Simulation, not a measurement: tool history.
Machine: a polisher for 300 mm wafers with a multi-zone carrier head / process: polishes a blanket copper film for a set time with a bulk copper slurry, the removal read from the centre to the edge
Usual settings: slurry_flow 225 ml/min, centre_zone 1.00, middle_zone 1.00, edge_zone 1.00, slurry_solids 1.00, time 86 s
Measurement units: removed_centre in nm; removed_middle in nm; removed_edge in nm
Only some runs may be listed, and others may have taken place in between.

run,hour,slurry_flow,centre_zone,middle_zone,edge_zone,slurry_solids,time,"incoming thickness of the incoming film, nm",removed_centre,removed_middle,removed_edge
1,0.0,225,1.00,1.00,1.00,0.85,109,4278.9,1533.0,1361.6,1489.0
# hour 15.7: worn pad replaced by a new one
# hour 43.0: slurry nozzle cleaned
2,59.2,225,1.00,1.00,1.00,0.85,109,4257.5,1542.3,1386.9,1454.5
3,94.0,250,1.00,1.00,1.00,1.00,64,4238.2,932.9,837.5,887.7
4,144.6,225,1.00,1.00,1.00,1.00,86,4181.2,1266.7,1104.1,1172.6
5,206.5,225,1.00,1.00,1.00,1.00,86,4263.9,1257.6,1090.7,1189.9
6,245.5,225,1.00,1.00,1.00,1.00,86,4258.8,1262.0,1121.9,1182.0
# hour 257.6: worn pad replaced by a new one
7,298.1,225,1.00,1.00,1.00,1.00,86,4184.9,1267.6,1092.2,1176.6
# hour 321.4: centre zone pressure recalibrated
8,363.7,225,1.00,1.00,1.05,1.00,86,4246.0,1184.3,1112.0,1214.9
9,414.3,225,1.00,1.00,1.05,1.00,86,4241.7,1183.0,1077.7,1197.1
# hour 430.7: edge zone pressure recalibrated
10,452.0,225,1.00,1.00,1.00,1.00,86,4224.4,1188.2,1089.3,1180.1
# hour 458.1: worn pad replaced by a new one
11,500.0,170,1.00,1.11,1.00,0.75,61,4189.6,796.8,792.7,766.3
# hour 533.3: carrier head's membrane replaced by a new one
12,542.3,225,1.00,0.94,0.91,0.75,112,4264.7,1515.4,1318.4,1396.1
13,594.0,170,1.00,1.11,1.00,0.75,61,4246.9,798.3,771.6,768.5
14,639.5,225,1.00,1.10,1.00,1.00,86,4237.8,1231.1,1212.8,1176.9
# hour 663.5: worn pad replaced by a new one
# hour 671.6: slurry nozzle cleaned
15,704.5,225,1.00,1.00,1.00,0.85,109,4257.2,1527.7,1366.8,1461.9
16,743.7,170,1.00,1.11,1.00,0.75,61,4244.0,804.2,789.6,791.5
17,797.4,225,0.91,1.00,1.00,0.80,86,4256.1,1095.2,1074.5,1159.2
18,832.2,300,1.00,1.00,0.91,1.00,86,4225.7,1262.0,1144.2,1162.9
# hour 861.9: worn pad replaced by a new one
19,881.3,225,0.92,0.90,0.97,1.00,106,4218.2,1428.1,1256.8,1448.3
20,927.8,225,0.91,1.00,1.00,1.00,86,4223.1,1142.1,1110.6,1177.9
21,953.6,265,1.00,0.92,0.91,1.00,86,4303.7,1260.9,1060.8,1137.5

Give the tool's hidden conditions for every run:
removal rate lost through wear of the pad, %: 0 at every run
slurry flow missing at the pad, %: 0 at every run
deviation of the edge zone's pressure from its setpoint, %: 0 at every run
H1: deviation of the centre zone's pressure from its setpoint, %
run,H1
1,8.03
2,8.11
3,8.14
4,8.19
5,8.25
6,8.28
7,8.31
8,1.55
9,2.33
10,2.86
11,3.47
12,3.95
13,4.49
14,4.91
15,5.44
16,5.72
17,6.08
18,6.28
19,6.55
20,6.77
21,6.89
